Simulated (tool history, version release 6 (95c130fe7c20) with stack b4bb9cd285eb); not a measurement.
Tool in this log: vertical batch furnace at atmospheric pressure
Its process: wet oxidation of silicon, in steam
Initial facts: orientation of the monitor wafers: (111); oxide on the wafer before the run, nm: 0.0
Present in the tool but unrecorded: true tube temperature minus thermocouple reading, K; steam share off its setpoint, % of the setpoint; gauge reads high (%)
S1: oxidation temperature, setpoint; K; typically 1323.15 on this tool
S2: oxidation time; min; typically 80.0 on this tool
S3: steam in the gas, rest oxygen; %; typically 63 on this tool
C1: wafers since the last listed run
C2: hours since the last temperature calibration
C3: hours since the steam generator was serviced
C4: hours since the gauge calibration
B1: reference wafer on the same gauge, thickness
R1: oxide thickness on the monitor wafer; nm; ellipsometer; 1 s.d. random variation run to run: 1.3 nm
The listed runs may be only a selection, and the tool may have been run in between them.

run 1 day=0.000 | S1=1323.15 S2=70.5 S3=63 | C1=0 C2=4490.5 C3=1081.0 C4=326.7 | B1=569.87 | R1=478.37
run 2 day=2.204 | S1=1323.15 S2=65.5 S3=63 | C1=411 C2=4543.4 C3=1133.9 C4=379.6 | B1=569.78 | R1=459.93
run 3 day=3.321 | S1=1323.15 S2=65.5 S3=63 | C1=208 C2=4570.2 C3=1160.7 C4=406.4 | B1=570.11 | R1=457.16
run 4 day=6.221 | S1=1323.15 S2=65.5 S3=63 | C1=540 C2=4639.8 C3=1230.3 C4=476.0 | B1=570.02 | R1=460.17
run 5 day=8.238 | S1=1323.15 S2=80.0 S3=63 | C1=376 C2=4688.2 C3=1278.7 C4=524.4 | B1=569.52 | R1=513.65
run 6 day=9.671 | S1=1323.15 S2=80.0 S3=63 | C1=267 C2=4722.6 C3=1313.1 C4=558.8 | B1=569.94 | R1=513.52
run 7 day=10.962 | S1=1323.15 S2=80.0 S3=63 | C1=240 C2=4753.6 C3=1344.1 C4=589.8 | B1=569.84 | R1=513.89
run 8 day=12.300 | S1=1323.15 S2=80.0 S3=63 | C1=249 C2=4785.7 C3=1376.2 C4=621.9 | B1=570.14 | R1=515.51
run 9 day=14.496 | S1=1323.15 S2=80.0 S3=63 | C1=409 C2=4838.4 C3=1428.9 C4=674.6 | B1=570.04 | R1=512.24
run 10 day=17.400 | S1=1323.15 S2=53.5 S3=63 | C1=541 C2=4908.1 C3=1498.6 C4=744.3 | B1=570.24 | R1=407.77
run 11 day=18.733 | S1=1323.15 S2=53.5 S3=63 | C1=248 C2=4940.1 C3=1530.6 C4=776.3 | B1=569.89 | R1=408.43
run 12 day=20.921 | S1=1323.15 S2=53.5 S3=63 | C1=408 C2=4992.6 C3=1583.1 C4=828.8 | B1=570.34 | R1=407.58
run 13 day=22.979 | S1=1323.15 S2=58.0 S3=63 | C1=383 C2=5042.0 C3=1632.5 C4=878.2 | B1=570.12 | R1=428.49
-- day=25.842 thermocouples replaced and temperature profile calibrated
run 14 day=25.908 | S1=1323.15 S2=58.0 S3=63 | C1=359 C2=1.6 C3=1702.8 C4=948.5 | B1=570.38 | R1=428.71
run 15 day=28.729 | S1=1323.15 S2=80.0 S3=63 | C1=526 C2=69.3 C3=1770.5 C4=1016.2 | B1=569.93 | R1=511.47
run 16 day=31.283 | S1=1323.15 S2=80.0 S3=74 | C1=476 C2=130.6 C3=1831.8 C4=1077.5 | B1=570.20 | R1=563.25
-- day=32.375 gauge calibrated
run 17 day=34.233 | S1=1323.15 S2=118.0 S3=73 | C1=550 C2=201.4 C3=1902.6 C4=44.6 | B1=569.50 | R1=695.81
run 18 day=35.725 | S1=1323.15 S2=80.0 S3=63 | C1=278 C2=237.2 C3=1938.4 C4=80.4 | B1=570.06 | R1=514.75
run 19 day=37.538 | S1=1323.15 S2=80.0 S3=63 | C1=338 C2=280.7 C3=1981.9 C4=123.9 | B1=570.26 | R1=515.45
run 20 day=38.579 | S1=1341.15 S2=67.0 S3=73 | C1=194 C2=305.7 C3=2006.9 C4=148.9 | B1=569.93 | R1=544.67
-- day=41.179 steam generator serviced
run 21 day=41.200 | S1=1323.15 S2=118.0 S3=73 | C1=302 C2=368.6 C3=0.5 C4=211.8 | B1=570.14 | R1=693.76
run 22 day=43.483 | S1=1323.15 S2=80.0 S3=63 | C1=425 C2=423.4 C3=55.3 C4=266.6 | B1=569.97 | R1=517.97
run 23 day=46.008 | S1=1323.15 S2=80.0 S3=63 | C1=471 C2=484.0 C3=115.9 C4=327.2 | B1=570.20 | R1=515.08
run 24 day=47.050 | S1=1338.15 S2=107.5 S3=63 | C1=194 C2=509.0 C3=140.9 C4=352.2 | B1=570.44 | R1=645.51
run 25 day=49.742 | S1=1316.15 S2=62.5 S3=72 | C1=502 C2=573.6 C3=205.5 C4=416.8 | B1=570.38 | R1=470.18
run 26 day=50.904 | S1=1314.15 S2=96.0 S3=52 | C1=216 C2=601.5 C3=233.4 C4=444.7 | B1=569.86 | R1=494.15
run 27 day=51.975 | S1=1334.15 S2=80.0 S3=57 | C1=199 C2=627.2 C3=259.1 C4=470.4 | B1=570.32 | R1=507.65
run 28 day=54.446 | S1=1331.15 S2=50.0 S3=68 | C1=460 C2=686.5 C3=318.4 C4=529.7 | B1=569.70 | R1=424.11
run 29 day=57.067 | S1=1323.15 S2=102.5 S3=63 | C1=488 C2=749.4 C3=381.3 C4=592.6 | B1=570.00 | R1=593.09

Below are 5 alternative next runs, each starting from the tool's condition after run 29. Predict each:
run A day=57.283 | S1=1323.15 S2=80.0 S3=63 | C1=40 C2=754.6 C3=386.5 C4=597.8 | B1=? | R1=?
run B day=57.283 | S1=1323.15 S2=80.0 S3=52 | C1=40 C2=754.6 C3=386.5 C4=597.8 | B1=? | R1=?
run C day=57.283 | S1=1323.15 S2=80.0 S3=69 | C1=40 C2=754.6 C3=386.5 C4=597.8 | B1=? | R1=?
run D day=57.283 | S1=1315.15 S2=117.5 S3=72 | C1=40 C2=754.6 C3=386.5 C4=597.8 | B1=? | R1=?
run E day=57.283 | S1=1304.15 S2=62.0 S3=66 | C1=40 C2=754.6 C3=386.5 C4=597.8 | B1=? | R1=?

run=A B1=569.94 R1=516.37
run=B B1=569.94 R1=462.76
run=C B1=569.94 R1=543.68
run=D B1=569.94 R1=668.68
run=E B1=569.94 R1=419.46
With no hidden state in the tool, these same runs would have given:
run=A R1=516.37
run=B R1=462.76
run=C R1=543.68
run=D R1=668.68
run=E R1=419.46
